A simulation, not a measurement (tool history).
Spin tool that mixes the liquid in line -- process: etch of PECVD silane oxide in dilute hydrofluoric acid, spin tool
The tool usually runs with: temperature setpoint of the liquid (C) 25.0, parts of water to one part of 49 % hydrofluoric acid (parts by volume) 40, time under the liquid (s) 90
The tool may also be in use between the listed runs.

run,day,temperature setpoint of the liquid (C),parts of water to one part of 49 % hydrofluoric acid (parts by volume),time under the liquid (s),"read-back film thickness of the PECVD silane oxide reference wafer, read on the same gauge (nm)",thickness taken off the PECVD silane oxide on a monitor wafer (Å)
1,0.000,25.0,40,90,49.97,498.0
2,0.517,22.0,40,90,50.01,436.3
3,0.958,22.0,40,90,50.02,429.2
4,1.267,22.0,40,90,50.03,432.3
5,2.100,21.5,30,90,50.02,576.0
6,2.367,21.5,30,90,50.00,576.0
7,2.917,29.0,40,90,50.02,581.5
8,3.638,29.0,40,90,49.98,575.0
9,4.346,29.0,40,90,49.99,573.0
# day 4.546: hydrofluoric acid flow meter replaced
10,5.038,25.0,40,90,50.00,526.6
# day 5.579: gauge calibrated
11,5.625,25.0,40,90,50.03,513.5
12,6.117,25.0,40,90,50.00,516.5
13,6.833,25.0,40,90,50.03,518.5
14,7.483,25.0,40,145,50.02,816.8
15,8.017,29.5,40,90,50.02,607.7
16,8.638,28.0,40,90,50.00,575.4
17,9.242,20.5,30,50,49.99,318.7
18,9.975,25.0,50,90,50.01,403.6
19,10.429,27.0,40,105,49.98,643.1
20,10.750,25.0,40,90,50.00,514.2
21,11.046,23.0,20,50,50.00,540.2
22,11.738,28.0,25,135,50.01,1394.7
23,12.346,25.0,40,90,50.03,504.6
# day 13.071: thermometer replaced
24,13.533,28.5,50,90,49.99,452.8
25,14.446,25.0,25,90,50.00,822.3
26,14.867,23.5,50,90,50.01,373.0
27,15.371,25.0,40,90,49.98,497.6

What will run 28 give?
28,16.021,27.5,55,130,?,?

{"run 28": {"read-back film thickness of the PECVD silane oxide reference wafer, read on the same gauge (nm)": 50.01, "thickness taken off the PECVD silane oxide on a monitor wafer (Å)": 570.6}}
Take away the tool's hidden state, keep the run-to-run variation as it was, and the same run would have given thickness taken off the PECVD silane oxide on a monitor wafer (Å) 590.1.

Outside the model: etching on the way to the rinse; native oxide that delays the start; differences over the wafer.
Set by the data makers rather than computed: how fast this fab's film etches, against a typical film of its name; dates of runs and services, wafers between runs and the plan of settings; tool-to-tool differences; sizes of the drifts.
